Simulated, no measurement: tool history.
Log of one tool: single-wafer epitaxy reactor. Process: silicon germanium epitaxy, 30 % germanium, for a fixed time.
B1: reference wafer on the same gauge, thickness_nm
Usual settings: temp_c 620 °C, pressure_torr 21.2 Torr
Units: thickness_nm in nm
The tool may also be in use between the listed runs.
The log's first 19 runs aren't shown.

Run 20, day 18.917: usual settings but temp_c 629 °C, pressure_torr 25 Torr; B1 78.772. Result: thickness_nm 117.347 nm.
Run 21, day 20.062: usual settings but temp_c 610 °C, pressure_torr 22.7 Torr; B1 78.873. Result: thickness_nm 84.777 nm.
At day 21.058: pyrometer calibrated.
Run 22, day 21.521: usual settings but temp_c 628 °C, pressure_torr 18.7 Torr; B1 78.784. Result: thickness_nm 98.251 nm.
Run 23, day 22.804: usual settings but temp_c 624 °C, pressure_torr 23.3 Torr; B1 78.815. Result: thickness_nm 97.925 nm.
Run 24, day 23.442: usual settings but temp_c 630 °C, pressure_torr 25.5 Torr; B1 78.685. Result: thickness_nm 111.306 nm.
At day 24.067: gauge calibrated.
Run 25, day 24.162: usual settings but temp_c 624 °C, pressure_torr 23.3 Torr; B1 78.747. Result: thickness_nm 98.012 nm.
Run 26, day 25.067: usual settings; B1 78.857. Result: thickness_nm 89.914 nm.
Run 27, day 25.912: usual settings but pressure_torr 23.8 Torr; B1 78.762. Result: thickness_nm 93.035 nm.
Run 28, day 27.321: usual settings but temp_c 631 °C, pressure_torr 18.6 Torr; B1 78.738. Result: thickness_nm 102.329 nm.
Run 29, day 28.146: usual settings but temp_c 624 °C, pressure_torr 26.1 Torr; B1 78.801. Result: thickness_nm 101.359 nm.
Run 30, day 29.117: usual settings but temp_c 607 °C; B1 78.912. Result: thickness_nm 73.437 nm.
Run 31, day 30.262: usual settings but temp_c 611 °C, pressure_torr 18.3 Torr; B1 78.787. Result: thickness_nm 74.802 nm.
Run 32, day 31.292: usual settings but temp_c 634 °C, pressure_torr 23.4 Torr; B1 78.796. Result: thickness_nm 114.69 nm.
Run 33, day 32.192: usual settings but temp_c 631 °C, pressure_torr 24.8 Torr; B1 78.706. Result: thickness_nm 110.769 nm.
Run 34, day 33.221: usual settings but pressure_torr 17.5 Torr; B1 78.765. Result: thickness_nm 85.025 nm.
Run 35, day 34.446: usual settings but temp_c 615 °C; B1 78.789. Result: thickness_nm 83.377 nm.

Forecast each of these 4 alternatives for the next run:
Run A, day 34.462: usual settings but pressure_torr 24.9 Torr; B1 ?. Result: thickness_nm ?.
Run B, day 34.462: usual settings but temp_c 628 °C, pressure_torr 19.8 Torr; B1 ?. Result: thickness_nm ?.
Run C, day 34.462: usual settings but pressure_torr 17.7 Torr; B1 ?. Result: thickness_nm ?.
Run D, day 34.462: usual settings but temp_c 624 °C; B1 ?. Result: thickness_nm ?.

run      B1  thickness_nm
  A  78.769        94.261
  B  78.769        99.513
  C  78.769        85.369
  D  78.769        95.521
Without the tool's hidden state the same runs would have given:
run  thickness_nm
  A         93.34
  B        98.556
  C        84.535
  D        94.595

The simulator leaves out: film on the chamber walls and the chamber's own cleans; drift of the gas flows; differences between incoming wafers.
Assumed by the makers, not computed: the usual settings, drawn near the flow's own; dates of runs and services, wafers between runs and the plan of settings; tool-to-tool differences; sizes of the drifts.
